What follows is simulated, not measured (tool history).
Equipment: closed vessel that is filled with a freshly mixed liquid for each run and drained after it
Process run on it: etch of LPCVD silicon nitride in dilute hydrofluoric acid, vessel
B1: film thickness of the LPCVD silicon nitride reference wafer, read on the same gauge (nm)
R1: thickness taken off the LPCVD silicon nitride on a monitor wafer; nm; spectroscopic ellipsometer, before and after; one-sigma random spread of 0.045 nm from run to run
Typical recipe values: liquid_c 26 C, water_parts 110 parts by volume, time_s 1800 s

Run 1, hour 0: usual settings but water_parts 145 parts by volume; B1 130.05. Result: R1 4.87 nm.
At hour 30.3: hydrofluoric acid flow meter replaced.
Run 2, hour 96.1: usual settings; B1 130.03. Result: R1 6.95 nm.
Run 3, hour 300.4: usual settings; B1 129.99. Result: R1 7.07 nm.
Run 4, hour 344.7: usual settings; B1 130.01. Result: R1 6.95 nm.
Run 5, hour 447.5: usual settings; B1 129.99. Result: R1 6.95 nm.
Run 6, hour 636.1: usual settings; B1 129.96. Result: R1 6.85 nm.
Run 7, hour 717.8: usual settings; B1 130.02. Result: R1 6.86 nm.
Run 8, hour 812.3: usual settings; B1 129.96. Result: R1 6.8 nm.
Run 9, hour 914.2: usual settings but water_parts 155 parts by volume; B1 130.01. Result: R1 4.85 nm.
Run 10, hour 987.2: usual settings but water_parts 155 parts by volume; B1 129.98. Result: R1 4.8 nm.
At hour 1034.2: hydrofluoric acid flow meter replaced.
Run 11, hour 1067.3: usual settings but liquid_c 30.5 C, water_parts 160 parts by volume, time_s 1470 s; B1 129.99. Result: R1 5.28 nm.
Run 12, hour 1138.2: usual settings; B1 130.02. Result: R1 7.21 nm.
Run 13, hour 1201.8: usual settings but water_parts 160 parts by volume, time_s 1095 s; B1 129.98. Result: R1 2.99 nm.
At hour 1271.7: thermometer replaced.
Run 14, hour 1302.2: usual settings; B1 130.04. Result: R1 6.75 nm.
Run 15, hour 1396.7: usual settings but water_parts 70 parts by volume, time_s 2285 s; B1 129.99. Result: R1 13.22 nm.
At hour 1411.2: gauge calibrated.
Run 16, hour 1482.9: usual settings; B1 129.99. Result: R1 6.75 nm.
Run 17, hour 1565.5: usual settings but time_s 745 s; B1 129.99. Result: R1 2.76 nm.
Run 18, hour 1634.4: usual settings; B1 129.96. Result: R1 6.63 nm.
Run 19, hour 1714: usual settings but liquid_c 21.5 C, water_parts 90 parts by volume; B1 130.01. Result: R1 5.91 nm.
Run 20, hour 1788.6: usual settings but water_parts 70 parts by volume, time_s 2445 s; B1 129.99. Result: R1 14.06 nm.

Branching from run 20: 3 alternative next runs. What would each branch give?
Run A, hour 1789.8: usual settings; B1 ?. Result: R1 ?.
Run B, hour 1789.8: usual settings but liquid_c 29 C, water_parts 85 parts by volume; B1 ?. Result: R1 ?.
Run C, hour 1789.8: usual settings but water_parts 140 parts by volume, time_s 2600 s; B1 ?. Result: R1 ?.

run      B1     R1
  A  129.98   6.62
  B  129.98  10.37
  C  129.98   7.51
With the hidden condition removed and each run's random variation left untouched, the same runs would have given:
run     R1
  A   6.81
  B  10.67
  C   7.74
